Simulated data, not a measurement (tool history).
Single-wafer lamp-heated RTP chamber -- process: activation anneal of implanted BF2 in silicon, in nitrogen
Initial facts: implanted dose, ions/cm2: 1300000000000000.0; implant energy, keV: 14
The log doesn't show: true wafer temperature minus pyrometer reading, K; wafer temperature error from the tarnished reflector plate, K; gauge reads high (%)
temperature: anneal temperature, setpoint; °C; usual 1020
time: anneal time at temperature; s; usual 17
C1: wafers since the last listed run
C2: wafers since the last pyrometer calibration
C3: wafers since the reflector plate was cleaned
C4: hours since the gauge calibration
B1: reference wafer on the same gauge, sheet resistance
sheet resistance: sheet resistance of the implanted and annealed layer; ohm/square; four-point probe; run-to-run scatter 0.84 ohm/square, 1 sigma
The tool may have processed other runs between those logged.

Run 1, hour 0: usual settings but temperature 1000 °C, time 10 s; C1 0; C2 1130; C3 6978; C4 705.6; B1 205.42. Result: sheet resistance 228.59 ohm/square.
At hour 86.5: reflector plate cleaned.
Run 2, hour 105.1: usual settings but temperature 1000 °C, time 10 s; C1 1425; C2 2556; C3 272; C4 810.7; B1 204.78. Result: sheet resistance 236.7 ohm/square.
At hour 159.1: pyrometer window cleaned and pyrometer calibrated.
Run 3, hour 159.6: usual settings but time 10 s; C1 682; C2 7; C3 955; C4 865.2; B1 205.27. Result: sheet resistance 203.83 ohm/square.
Run 4, hour 217.7: usual settings but time 10 s; C1 853; C2 860; C3 1808; C4 923.3; B1 205.03. Result: sheet resistance 201.91 ohm/square.
Run 5, hour 310: usual settings but temperature 1011 °C, time 14 s; C1 1355; C2 2215; C3 3163; C4 1015.6; B1 205.05. Result: sheet resistance 200.35 ohm/square.
At hour 375.9: gauge calibrated.
At hour 390.6: pyrometer window cleaned and pyrometer calibrated.
Run 6, hour 391.1: usual settings but temperature 1011 °C, time 14 s; C1 1073; C2 6; C3 4237; C4 15.2; B1 204.91. Result: sheet resistance 198.66 ohm/square.
Run 7, hour 454.7: usual settings but temperature 1010 °C; C1 933; C2 940; C3 5171; C4 78.8; B1 204.78. Result: sheet resistance 190.27 ohm/square.
Run 8, hour 544.4: usual settings but temperature 1010 °C; C1 1317; C2 2257; C3 6488; C4 168.5; B1 204.83. Result: sheet resistance 189.69 ohm/square.
At hour 572.7: reflector plate cleaned.
Run 9, hour 595.5: usual settings but temperature 1010 °C; C1 632; C2 2890; C3 334; C4 219.6; B1 205.01. Result: sheet resistance 180.39 ohm/square.
At hour 649.8: pyrometer window cleaned and pyrometer calibrated.
Run 10, hour 671.9: usual settings but temperature 999 °C; C1 1004; C2 324; C3 1338; C4 296; B1 204.74. Result: sheet resistance 197.56 ohm/square.
Run 11, hour 715.2: usual settings but temperature 1010 °C; C1 635; C2 960; C3 1974; C4 339.3; B1 204.88. Result: sheet resistance 180.73 ohm/square.
Run 12, hour 774.8: usual settings but temperature 1043 °C, time 8 s; C1 875; C2 1835; C3 2849; C4 398.9; B1 205.29. Result: sheet resistance 162.81 ohm/square.
Run 13, hour 818.2: usual settings but time 12 s; C1 637; C2 2472; C3 3486; C4 442.3; B1 204.92. Result: sheet resistance 180.69 ohm/square.
At hour 854.5: pyrometer window cleaned and pyrometer calibrated.
At hour 856.9: reflector plate cleaned, repeated, since the last time left the tool worse.
Run 14, hour 886.2: usual settings; C1 845; C2 430; C3 430; C4 510.3; B1 204.87. Result: sheet resistance 178.93 ohm/square.
Run 15, hour 985.1: usual settings but temperature 1037 °C, time 8 s; C1 1452; C2 1882; C3 1882; C4 609.2; B1 204.7. Result: sheet resistance 183.15 ohm/square.
Run 16, hour 1076.5: usual settings; C1 1342; C2 3224; C3 3224; C4 700.6; B1 204.92. Result: sheet resistance 180.13 ohm/square.
At hour 1103.4: pyrometer window cleaned and pyrometer calibrated.
Run 17, hour 1130.6: usual settings; C1 676; C2 399; C3 3901; C4 754.7; B1 205.47. Result: sheet resistance 177.34 ohm/square.
Run 18, hour 1170.8: usual settings but temperature 992 °C, time 23 s; C1 590; C2 989; C3 4491; C4 794.9; B1 204.86. Result: sheet resistance 212.85 ohm/square.

Consider 5 possible next runs. They are alternatives, not a sequence: every one starts from the tool as it was left by run 18. What does each give?
Run A, hour 1171.2: usual settings but temperature 990 °C; C1 5; C2 995; C3 4497; C4 795.3; B1 ?. Result: sheet resistance ?.
Run B, hour 1171.2: usual settings but temperature 1001 °C; C1 5; C2 995; C3 4497; C4 795.3; B1 ?. Result: sheet resistance ?.
Run C, hour 1171.2: usual settings but temperature 1030 °C, time 10 s; C1 5; C2 995; C3 4497; C4 795.3; B1 ?. Result: sheet resistance ?.
Run D, hour 1171.2: usual settings but temperature 1049 °C, time 22 s; C1 5; C2 995; C3 4497; C4 795.3; B1 ?. Result: sheet resistance ?.
Run E, hour 1171.2: usual settings but temperature 1009 °C; C1 5; C2 995; C3 4497; C4 795.3; B1 ?. Result: sheet resistance ?.

run      B1  sheet resistance
  A  204.49            231.61
  B  204.49            209.66
  C  204.49            184.01
  D  204.49            138.98
  E  204.49            195.15
Without the tool's unlogged condition, the same runs would have read:
run  sheet resistance
  A            235.63
  B            213.36
  C            187.07
  D            140.71
  E            198.51
